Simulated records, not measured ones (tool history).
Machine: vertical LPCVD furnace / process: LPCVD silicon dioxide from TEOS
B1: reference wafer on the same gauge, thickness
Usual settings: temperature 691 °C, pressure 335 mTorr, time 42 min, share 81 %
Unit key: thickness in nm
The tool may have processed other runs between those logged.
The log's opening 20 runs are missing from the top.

Run 21, hour 554.9: usual settings; B1 295.16. Result: thickness 318.16 nm.
Run 22, hour 577.3: usual settings but pressure 275 mTorr; B1 295.7. Result: thickness 285.54 nm.
Run 23, hour 599.8: usual settings but temperature 688 °C, pressure 395 mTorr; B1 293.99. Result: thickness 324.13 nm.
At hour 632.3: thermocouples replaced and temperature profile calibrated, repeated, since the last time left the tool worse.
Run 24, hour 632.8: usual settings but temperature 698 °C, pressure 300 mTorr; B1 294.97. Result: thickness 316.58 nm.
Run 25, hour 648.2: usual settings but time 31 min; B1 294.72. Result: thickness 210.48 nm.
Run 26, hour 675: usual settings but time 52 min, share 87 %; B1 294.61. Result: thickness 367.61 nm.
Run 27, hour 709.6: usual settings but temperature 698 °C; B1 295.31. Result: thickness 336.57 nm.
Run 28, hour 739.1: usual settings but temperature 686 °C, pressure 310 mTorr, time 50.5 min, share 71 %; B1 295.56. Result: thickness 273.3 nm.
Run 29, hour 772.9: usual settings but share 77 %; B1 295.22. Result: thickness 279.04 nm.
Run 30, hour 801.1: usual settings but share 87 %; B1 295.51. Result: thickness 292.63 nm.

5 options for the next run, each taken on its own from the tool as it stands now. Forecast them:
Run A, hour 805.4: usual settings but pressure 365 mTorr; B1 ?. Result: thickness ?.
Run B, hour 805.4: usual settings but temperature 701 °C, share 77 %; B1 ?. Result: thickness ?.
Run C, hour 805.4: usual settings but temperature 679 °C; B1 ?. Result: thickness ?.
Run D, hour 805.4: usual settings but temperature 702 °C, share 68 %; B1 ?. Result: thickness ?.
Run E, hour 805.4: usual settings but time 33.5 min; B1 ?. Result: thickness ?.

run      B1  thickness
  A  295.49     297.85
  B  295.49     351.69
  C  295.49     213.98
  D  295.49     338.25
  E  295.49      227.6
Had the tool no hidden state, the same runs would have come out as:
run  thickness
  A     295.43
  B      348.9
  C      212.2
  D     335.56
  E     225.75

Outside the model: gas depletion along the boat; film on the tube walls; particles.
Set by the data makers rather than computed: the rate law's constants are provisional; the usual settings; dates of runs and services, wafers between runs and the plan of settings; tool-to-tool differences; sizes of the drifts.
